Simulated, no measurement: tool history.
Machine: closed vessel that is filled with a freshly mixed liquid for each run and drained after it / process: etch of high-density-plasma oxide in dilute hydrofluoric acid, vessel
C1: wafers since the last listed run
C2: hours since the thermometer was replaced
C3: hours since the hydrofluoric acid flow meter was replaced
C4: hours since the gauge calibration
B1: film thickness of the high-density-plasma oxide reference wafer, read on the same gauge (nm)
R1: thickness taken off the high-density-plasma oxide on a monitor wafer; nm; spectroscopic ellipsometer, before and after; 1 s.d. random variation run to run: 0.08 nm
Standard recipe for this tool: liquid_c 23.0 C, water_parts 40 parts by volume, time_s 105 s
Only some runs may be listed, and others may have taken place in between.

run 1 hour=0.0 | liquid_c=25.5 water_parts=40 time_s=140 | C1=0 C2=2104.6 C3=1253.2 C4=526.9 | B1=110.02 | R1=18.41
run 2 hour=68.9 | liquid_c=23.0 water_parts=40 time_s=55 | C1=6506 C2=2173.5 C3=1322.1 C4=595.8 | B1=110.00 | R1=6.49
run 3 hour=123.0 | liquid_c=23.0 water_parts=45 time_s=105 | C1=5108 C2=2227.6 C3=1376.2 C4=649.9 | B1=109.99 | R1=10.88
run 4 hour=162.1 | liquid_c=24.0 water_parts=40 time_s=105 | C1=3692 C2=2266.7 C3=1415.3 C4=689.0 | B1=110.01 | R1=12.72
run 5 hour=212.3 | liquid_c=23.0 water_parts=40 time_s=105 | C1=4740 C2=2316.9 C3=1465.5 C4=739.2 | B1=109.98 | R1=12.30
run 6 hour=241.3 | liquid_c=23.0 water_parts=40 time_s=105 | C1=2738 C2=2345.9 C3=1494.5 C4=768.2 | B1=110.01 | R1=12.38
run 7 hour=323.3 | liquid_c=23.0 water_parts=40 time_s=105 | C1=7743 C2=2427.9 C3=1576.5 C4=850.2 | B1=110.02 | R1=12.05
-- hour=366.9 hydrofluoric acid flow meter replaced
run 8 hour=369.9 | liquid_c=23.0 water_parts=40 time_s=105 | C1=4305 C2=2474.5 C3=3.0 C4=896.8 | B1=109.98 | R1=13.25
run 9 hour=437.8 | liquid_c=23.0 water_parts=40 time_s=105 | C1=6411 C2=2542.4 C3=70.9 C4=964.7 | B1=110.01 | R1=13.16
run 10 hour=492.7 | liquid_c=23.0 water_parts=30 time_s=105 | C1=5184 C2=2597.3 C3=125.8 C4=1019.6 | B1=109.99 | R1=17.67
run 11 hour=553.4 | liquid_c=23.0 water_parts=40 time_s=105 | C1=5731 C2=2658.0 C3=186.5 C4=1080.3 | B1=110.01 | R1=12.83
-- hour=554.8 gauge calibrated
run 12 hour=620.0 | liquid_c=19.5 water_parts=50 time_s=65 | C1=6288 C2=2724.6 C3=253.1 C4=65.2 | B1=110.00 | R1=5.50
run 13 hour=663.2 | liquid_c=23.0 water_parts=55 time_s=45 | C1=4079 C2=2767.8 C3=296.3 C4=108.4 | B1=109.98 | R1=3.92
run 14 hour=728.7 | liquid_c=20.5 water_parts=55 time_s=80 | C1=6184 C2=2833.3 C3=361.8 C4=173.9 | B1=110.00 | R1=6.35
-- hour=733.3 thermometer replaced
run 15 hour=782.3 | liquid_c=23.0 water_parts=40 time_s=105 | C1=4966 C2=49.0 C3=415.4 C4=227.5 | B1=109.99 | R1=12.82
run 16 hour=845.8 | liquid_c=19.5 water_parts=40 time_s=105 | C1=5996 C2=112.5 C3=478.9 C4=291.0 | B1=109.99 | R1=11.04
run 17 hour=888.3 | liquid_c=23.0 water_parts=55 time_s=45 | C1=4013 C2=155.0 C3=521.4 C4=333.5 | B1=109.99 | R1=3.91
run 18 hour=919.2 | liquid_c=18.5 water_parts=40 time_s=105 | C1=2917 C2=185.9 C3=552.3 C4=364.4 | B1=110.00 | R1=10.54
run 19 hour=979.4 | liquid_c=23.0 water_parts=50 time_s=105 | C1=5684 C2=246.1 C3=612.5 C4=424.6 | B1=110.01 | R1=10.07

Had the tool no unlogged condition, and each run kept its random variation, what would the results have been?
Hidden state present: liquid hotter than its thermometer reads (K); hydrofluoric acid flow below the setpoint (%); gauge reads high (%).
run=1 R1=19.69
run=2 R1=6.96
run=3 R1=11.72
run=4 R1=13.72
run=5 R1=13.30
run=6 R1=13.41
run=7 R1=13.11
run=8 R1=13.37
run=9 R1=13.32
run=10 R1=17.93
run=11 R1=13.06
run=12 R1=5.62
run=13 R1=4.01
run=14 R1=6.53
run=15 R1=13.20
run=16 R1=11.41
run=17 R1=4.05
run=18 R1=10.93
run=19 R1=10.48

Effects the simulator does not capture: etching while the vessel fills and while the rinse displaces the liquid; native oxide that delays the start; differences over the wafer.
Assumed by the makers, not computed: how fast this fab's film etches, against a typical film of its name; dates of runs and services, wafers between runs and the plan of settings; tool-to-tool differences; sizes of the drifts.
